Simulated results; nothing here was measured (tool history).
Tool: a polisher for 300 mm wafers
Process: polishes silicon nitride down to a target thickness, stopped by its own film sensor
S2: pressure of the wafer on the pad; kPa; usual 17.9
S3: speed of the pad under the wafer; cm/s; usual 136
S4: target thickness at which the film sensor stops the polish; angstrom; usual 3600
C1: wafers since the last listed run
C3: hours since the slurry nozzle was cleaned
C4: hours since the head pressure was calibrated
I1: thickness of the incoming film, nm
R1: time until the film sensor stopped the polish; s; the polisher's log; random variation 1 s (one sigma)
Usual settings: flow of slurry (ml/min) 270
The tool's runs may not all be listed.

run 1 hour=0 | flow_of_slurry_(ml/min)=270 S2=17.9 S3=136 S4=3600 | C1=0 wafers_polished_on_this_pad=571 C3=524.3 C4=274.4 | I1=550.1 | R1=95.8
run 2 hour=35.5 | flow_of_slurry_(ml/min)=270 S2=17.9 S3=136 S4=3600 | C1=320 wafers_polished_on_this_pad=891 C3=559.8 C4=309.9 | I1=561.5 | R1=102.6
run 3 hour=60.4 | flow_of_slurry_(ml/min)=270 S2=17.9 S3=136 S4=3600 | C1=224 wafers_polished_on_this_pad=1116 C3=584.7 C4=334.8 | I1=557.8 | R1=101.2
-- hour=78.3 worn pad replaced by a new one
run 4 hour=84.5 | flow_of_slurry_(ml/min)=270 S2=17.9 S3=136 S4=3600 | C1=181 wafers_polished_on_this_pad=55 C3=608.8 C4=358.9 | I1=564.3 | R1=100.3
run 5 hour=114.9 | flow_of_slurry_(ml/min)=270 S2=17.9 S3=136 S4=3600 | C1=274 wafers_polished_on_this_pad=329 C3=639.2 C4=389.3 | I1=556.9 | R1=98.5
run 6 hour=147.5 | flow_of_slurry_(ml/min)=240 S2=14.5 S3=136 S4=3600 | C1=294 wafers_polished_on_this_pad=623 C3=671.8 C4=421.9 | I1=558.4 | R1=113.7
run 7 hour=162.9 | flow_of_slurry_(ml/min)=240 S2=14.5 S3=136 S4=3600 | C1=138 wafers_polished_on_this_pad=762 C3=687.2 C4=437.3 | I1=557.1 | R1=112
run 8 hour=188.6 | flow_of_slurry_(ml/min)=240 S2=14.5 S3=136 S4=3600 | C1=231 wafers_polished_on_this_pad=994 C3=712.9 C4=463 | I1=556.4 | R1=113.4
-- hour=204.8 worn pad replaced by a new one
run 9 hour=205.3 | flow_of_slurry_(ml/min)=335 S2=17.9 S3=136 S4=3600 | C1=114 wafers_polished_on_this_pad=4 C3=729.6 C4=479.7 | I1=562.1 | R1=99.3
run 10 hour=230.6 | flow_of_slurry_(ml/min)=335 S2=17.9 S3=136 S4=3600 | C1=228 wafers_polished_on_this_pad=232 C3=754.9 C4=505 | I1=562.3 | R1=98.8
run 11 hour=247.4 | flow_of_slurry_(ml/min)=270 S2=17.9 S3=136 S4=3600 | C1=151 wafers_polished_on_this_pad=383 C3=771.7 C4=521.8 | I1=550.3 | R1=93.2
run 12 hour=281.7 | flow_of_slurry_(ml/min)=270 S2=17.9 S3=136 S4=3600 | C1=309 wafers_polished_on_this_pad=693 C3=806 C4=556.1 | I1=555.8 | R1=97.7
run 13 hour=317.1 | flow_of_slurry_(ml/min)=270 S2=17.9 S3=136 S4=3600 | C1=319 wafers_polished_on_this_pad=1012 C3=841.4 C4=591.5 | I1=553.7 | R1=98.6
-- hour=346.3 worn pad replaced by a new one
run 14 hour=364.7 | flow_of_slurry_(ml/min)=230 S2=22.1 S3=182 S4=4020 | C1=393 wafers_polished_on_this_pad=165 C3=889 C4=639.1 | I1=569.9 | R1=58.3
-- hour=376.6 slurry nozzle cleaned
run 15 hour=396.3 | flow_of_slurry_(ml/min)=355 S2=23.4 S3=152 S4=4220 | C1=276 wafers_polished_on_this_pad=441 C3=19.7 C4=670.7 | I1=559.9 | R1=51.8
run 16 hour=429.8 | flow_of_slurry_(ml/min)=360 S2=20.7 S3=178 S4=3420 | C1=302 wafers_polished_on_this_pad=743 C3=53.2 C4=704.2 | I1=569.7 | R1=83.2
run 17 hour=452.1 | flow_of_slurry_(ml/min)=270 S2=17.9 S3=136 S4=3600 | C1=201 wafers_polished_on_this_pad=945 C3=75.5 C4=726.5 | I1=558.2 | R1=102.3
run 18 hour=478.3 | flow_of_slurry_(ml/min)=360 S2=23.4 S3=172 S4=4220 | C1=236 wafers_polished_on_this_pad=1181 C3=101.7 C4=752.7 | I1=553.8 | R1=47
-- hour=486.5 head pressure recalibrated
-- hour=491.9 worn pad replaced by a new one, of another model than before
run 19 hour=503.9 | flow_of_slurry_(ml/min)=240 S2=14.5 S3=136 S4=3600 | C1=176 wafers_polished_on_this_pad=108 C3=127.3 C4=17.4 | I1=553.7 | R1=116.7
run 20 hour=519.9 | flow_of_slurry_(ml/min)=270 S2=17.9 S3=136 S4=3600 | C1=144 wafers_polished_on_this_pad=252 C3=143.3 C4=33.4 | I1=552.9 | R1=95.5
run 21 hour=535.3 | flow_of_slurry_(ml/min)=270 S2=17.9 S3=106 S4=4260 | C1=138 wafers_polished_on_this_pad=391 C3=158.7 C4=48.8 | I1=562.1 | R1=79.9
run 22 hour=556.7 | flow_of_slurry_(ml/min)=270 S2=16.5 S3=136 S4=3110 | C1=193 wafers_polished_on_this_pad=584 C3=180.1 C4=70.2 | I1=559.3 | R1=132.6
run 23 hour=584 | flow_of_slurry_(ml/min)=270 S2=17.9 S3=136 S4=3600 | C1=246 wafers_polished_on_this_pad=831 C3=207.4 C4=97.5 | I1=564.9 | R1=104.3
run 24 hour=608.7 | flow_of_slurry_(ml/min)=270 S2=17.9 S3=136 S4=3890 | C1=222 wafers_polished_on_this_pad=1053 C3=232.1 C4=122.2 | I1=567.3 | R1=91.2
-- hour=617.9 worn pad replaced by a new one
run 25 hour=624.6 | flow_of_slurry_(ml/min)=180 S2=17.9 S3=136 S4=3600 | C1=107 wafers_polished_on_this_pad=60 C3=248 C4=138.1 | I1=560.8 | R1=106.9
run 26 hour=646.1 | flow_of_slurry_(ml/min)=335 S2=11.7 S3=136 S4=3360 | C1=193 wafers_polished_on_this_pad=254 C3=269.5 C4=159.6 | I1=553.8 | R1=148.3
run 27 hour=671.4 | flow_of_slurry_(ml/min)=270 S2=17.9 S3=136 S4=3600 | C1=228 wafers_polished_on_this_pad=482 C3=294.8 C4=184.9 | I1=559.4 | R1=100.8

3 ways to go on from here, each from the tool as it stands after run 27. What would each give?
run A hour=671.9 | flow_of_slurry_(ml/min)=270 S2=17.9 S3=136 S4=3600 | C1=4 wafers_polished_on_this_pad=486 C3=295.3 C4=185.4 | I1=569.8 | R1=?
run B hour=671.9 | flow_of_slurry_(ml/min)=325 S2=21.4 S3=136 S4=3600 | C1=4 wafers_polished_on_this_pad=486 C3=295.3 C4=185.4 | I1=569.8 | R1=?
run C hour=671.9 | flow_of_slurry_(ml/min)=295 S2=22.8 S3=136 S4=3600 | C1=4 wafers_polished_on_this_pad=486 C3=295.3 C4=185.4 | I1=569.8 | R1=?

run=A R1=107
run=B R1=91.2
run=C R1=87.5
Without the tool's hidden state the same runs would have given:
run=A R1=104.8
run=B R1=89.3
run=C R1=85.7
